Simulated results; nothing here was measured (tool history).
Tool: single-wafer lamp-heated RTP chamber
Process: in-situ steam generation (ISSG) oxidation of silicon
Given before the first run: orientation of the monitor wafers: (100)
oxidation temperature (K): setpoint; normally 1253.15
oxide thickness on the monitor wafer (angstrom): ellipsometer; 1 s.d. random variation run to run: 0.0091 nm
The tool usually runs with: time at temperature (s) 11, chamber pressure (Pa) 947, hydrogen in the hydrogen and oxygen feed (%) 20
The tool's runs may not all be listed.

run    hour  oxidation temperature (K)  time at temperature (s)  chamber pressure (Pa)  hydrogen in the hydrogen and oxygen feed (%)  wafers since the last listed run  wafers since the last pyrometer calibration  hours since the pressure gauge was zeroed  hours since the hydrogen flow controller was replaced  hours since the gauge calibration  read-back reference wafer on the same gauge, thickness  oxide thickness on the monitor wafer (angstrom)
  1     0.0                    1253.15                       11                   1093                                            20                                 0                                         1106                                     1842.1                                                 1137.8                              695.5                                                   3.111                                            35.63
  2    59.8                    1253.15                       11                   1093                                            20                               658                                         1765                                     1901.9                                                 1197.6                              755.3                                                   3.106                                            35.66
  3    91.7                    1253.15                       11                    947                                            20                               351                                         2116                                     1933.8                                                 1229.5                              787.2                                                   3.106                                            35.49
  4   150.1                    1253.15                       11                    947                                            20                               643                                         2759                                     1992.2                                                 1287.9                              845.6                                                   3.107                                            35.73
  5   178.6                    1253.15                       11                    947                                            20                               313                                         3073                                     2020.7                                                 1316.4                              874.1                                                   3.109                                            35.61
  6   204.9                    1253.15                       11                    947                                            20                               289                                         3363                                     2047.0                                                 1342.7                              900.4                                                   3.110                                            35.52
  7   257.0                    1253.15                       11                    947                                            20                               574                                         3937                                     2099.1                                                 1394.8                              952.5                                                   3.114                                            35.54
  8   442.5                    1253.15                       11                    947                                            20                              2043                                         5981                                     2284.6                                                 1580.3                             1138.0                                                   3.110                                            35.80
  9   584.3                    1253.15                       11                    947                                            20                              1562                                         7543                                     2426.4                                                 1722.1                             1279.8                                                   3.110                                            35.70
      594.1  -- gauge calibrated
 10   624.5                    1253.15                       11                    947                                            20                               442                                         7986                                     2466.6                                                 1762.3                               30.4                                                   3.110                                            35.60
      663.8  -- hydrogen flow controller replaced
 11   688.1                    1253.15                       11                    947                                            20                               612                                         8599                                     2530.2                                                   24.3                               94.0                                                   3.114                                            36.27
      722.3  -- pyrometer window cleaned and pyrometer calibrated
 12   723.9                    1253.15                       11                    947                                            20                               306                                           18                                     2566.0                                                   60.1                              129.8                                                   3.109                                            35.52
 13   750.2                    1253.15                        9                   1107                                            17                               289                                          307                                     2592.3                                                   86.4                              156.1                                                   3.111                                            31.73
 14   782.8                    1259.15                       11                    920                                            30                               359                                          667                                     2624.9                                                  119.0                              188.7                                                   3.113                                            40.64
 15   821.3                    1253.15                       11                    947                                            26                               424                                         1091                                     2663.4                                                  157.5                              227.2                                                   3.110                                            38.31
 16   890.2                    1259.15                       11                    920                                            30                               759                                         1850                                     2732.3                                                  226.4                              296.1                                                   3.113                                            40.79
 17   925.2                    1253.15                       11                   1067                                            20                               385                                         2235                                     2767.3                                                  261.4                              331.1                                                   3.110                                            35.69
 18   964.1                    1253.15                       11                   1067                                            20                               428                                         2664                                     2806.2                                                  300.3                              370.0                                                   3.111                                            35.88
 19  1003.3                    1253.15                       11                    947                                            20                               431                                         3096                                     2845.4                                                  339.5                              409.2                                                   3.114                                            35.79
 20  1045.2                    1253.15                       11                   1093                                            20                               461                                         3558                                     2887.3                                                  381.4                              451.1                                                   3.105                                            35.97

What does the tool deliver on the next run?
 21  1097.3                    1253.15                       11                    947                                            20                               574                                         4132                                     2939.4                                                  433.5                              503.2                                                       ?                                                ?

read-back reference wafer on the same gauge, thickness: 3.113
oxide thickness on the monitor wafer (angstrom): 35.89
Minus the tool's unlogged condition, the same run would have read oxide thickness on the monitor wafer (angstrom) 35.59.
